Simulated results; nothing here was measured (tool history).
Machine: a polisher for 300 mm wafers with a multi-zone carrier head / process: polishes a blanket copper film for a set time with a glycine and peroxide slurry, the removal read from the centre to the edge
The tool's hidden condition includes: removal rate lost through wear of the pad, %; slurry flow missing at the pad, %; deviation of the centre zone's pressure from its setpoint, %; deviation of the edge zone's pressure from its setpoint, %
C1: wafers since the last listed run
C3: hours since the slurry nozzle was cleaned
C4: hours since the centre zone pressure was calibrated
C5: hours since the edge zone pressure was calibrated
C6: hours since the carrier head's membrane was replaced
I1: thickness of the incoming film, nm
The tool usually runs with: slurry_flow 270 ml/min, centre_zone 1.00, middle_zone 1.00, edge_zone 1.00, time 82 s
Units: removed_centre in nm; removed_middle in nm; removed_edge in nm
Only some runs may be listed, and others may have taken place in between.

{"run": 1, "hour": 0.0, "slurry_flow": 270, "centre_zone": 1.11, "middle_zone": 0.89, "edge_zone": 0.93, "time": 82, "C1": 0, "wafers polished on this pad": 987, "C3": 514.4, "C4": 253.4, "C5": 713.7, "C6": 1025.9, "I1": 2256.1, "removed_centre": 522.8, "removed_middle": 443.5, "removed_edge": 465.8}
{"hour": 86.4, "done": "edge zone pressure recalibrated"}
{"run": 2, "hour": 90.5, "slurry_flow": 270, "centre_zone": 1.03, "middle_zone": 1.0, "edge_zone": 0.92, "time": 93, "C1": 1211, "wafers polished on this pad": 2199, "C3": 604.9, "C4": 343.9, "C5": 4.1, "C6": 1116.4, "I1": 2281.6, "removed_centre": 539.3, "removed_middle": 521.5, "removed_edge": 522.7}
{"hour": 155.3, "done": "carrier head's membrane replaced by a new one"}
{"run": 3, "hour": 155.8, "slurry_flow": 270, "centre_zone": 1.07, "middle_zone": 1.0, "edge_zone": 1.0, "time": 82, "C1": 825, "wafers polished on this pad": 3024, "C3": 670.2, "C4": 409.2, "C5": 69.4, "C6": 0.5, "I1": 2271.6, "removed_centre": 483.6, "removed_middle": 450.1, "removed_edge": 461.6}
{"run": 4, "hour": 206.9, "slurry_flow": 270, "centre_zone": 0.91, "middle_zone": 1.07, "edge_zone": 1.04, "time": 53, "C1": 699, "wafers polished on this pad": 3723, "C3": 721.3, "C4": 460.3, "C5": 120.5, "C6": 51.6, "I1": 2267.6, "removed_centre": 262.1, "removed_middle": 301.5, "removed_edge": 310.6}
{"run": 5, "hour": 253.0, "slurry_flow": 230, "centre_zone": 1.0, "middle_zone": 1.06, "edge_zone": 1.05, "time": 82, "C1": 630, "wafers polished on this pad": 4354, "C3": 767.4, "C4": 506.4, "C5": 166.6, "C6": 97.7, "I1": 2259.4, "removed_centre": 414.0, "removed_middle": 432.8, "removed_edge": 454.6}
{"hour": 286.7, "done": "slurry nozzle cleaned"}
{"run": 6, "hour": 306.7, "slurry_flow": 340, "centre_zone": 1.0, "middle_zone": 0.95, "edge_zone": 0.91, "time": 74, "C1": 721, "wafers polished on this pad": 5076, "C3": 20.0, "C4": 560.1, "C5": 220.3, "C6": 151.4, "I1": 2275.6, "removed_centre": 456.8, "removed_middle": 435.2, "removed_edge": 442.0}
{"run": 7, "hour": 376.4, "slurry_flow": 270, "centre_zone": 1.0, "middle_zone": 1.0, "edge_zone": 1.0, "time": 82, "C1": 954, "wafers polished on this pad": 6030, "C3": 89.7, "C4": 629.8, "C5": 290.0, "C6": 221.1, "I1": 2294.6, "removed_centre": 480.3, "removed_middle": 481.9, "removed_edge": 490.6}
{"run": 8, "hour": 430.5, "slurry_flow": 315, "centre_zone": 1.0, "middle_zone": 1.08, "edge_zone": 0.91, "time": 82, "C1": 740, "wafers polished on this pad": 6770, "C3": 143.8, "C4": 683.9, "C5": 344.1, "C6": 275.2, "I1": 2257.5, "removed_centre": 489.6, "removed_middle": 516.5, "removed_edge": 476.3}
{"run": 9, "hour": 517.7, "slurry_flow": 270, "centre_zone": 1.0, "middle_zone": 0.92, "edge_zone": 1.1, "time": 54, "C1": 1193, "wafers polished on this pad": 7964, "C3": 231.0, "C4": 771.1, "C5": 431.3, "C6": 362.4, "I1": 2239.9, "removed_centre": 315.7, "removed_middle": 292.9, "removed_edge": 334.7}
{"hour": 547.4, "done": "centre zone pressure recalibrated"}
{"run": 10, "hour": 558.8, "slurry_flow": 270, "centre_zone": 1.0, "middle_zone": 1.0, "edge_zone": 1.0, "time": 102, "C1": 535, "wafers polished on this pad": 8499, "C3": 272.1, "C4": 11.4, "C5": 472.4, "C6": 403.5, "I1": 2289.9, "removed_centre": 603.9, "removed_middle": 602.2, "removed_edge": 616.1}
{"run": 11, "hour": 658.6, "slurry_flow": 185, "centre_zone": 1.0, "middle_zone": 1.0, "edge_zone": 1.0, "time": 82, "C1": 1366, "wafers polished on this pad": 9865, "C3": 371.9, "C4": 111.2, "C5": 572.2, "C6": 503.3, "I1": 2255.4, "removed_centre": 448.9, "removed_middle": 448.1, "removed_edge": 472.6}

What will run 12 give?
{"hour": 724.3, "done": "worn pad replaced by a new one"}
{"run": 12, "hour": 744.5, "slurry_flow": 270, "centre_zone": 0.97, "middle_zone": 1.0, "edge_zone": 1.0, "time": 82, "C1": 1121, "wafers polished on this pad": 276, "C3": 457.8, "C4": 197.1, "C5": 658.1, "C6": 589.2, "I1": 2308.4, "removed_centre": "?", "removed_middle": "?", "removed_edge": "?"}

Run 12 came out at removed_centre 466.1 nm, removed_middle 461.9 nm, removed_edge 483.3 nm.
Take away the tool's hidden state, keep the run-to-run variation as it was, and the same run would have given removed_centre 478.2 nm, removed_middle 472.7 nm, removed_edge 491.8 nm.
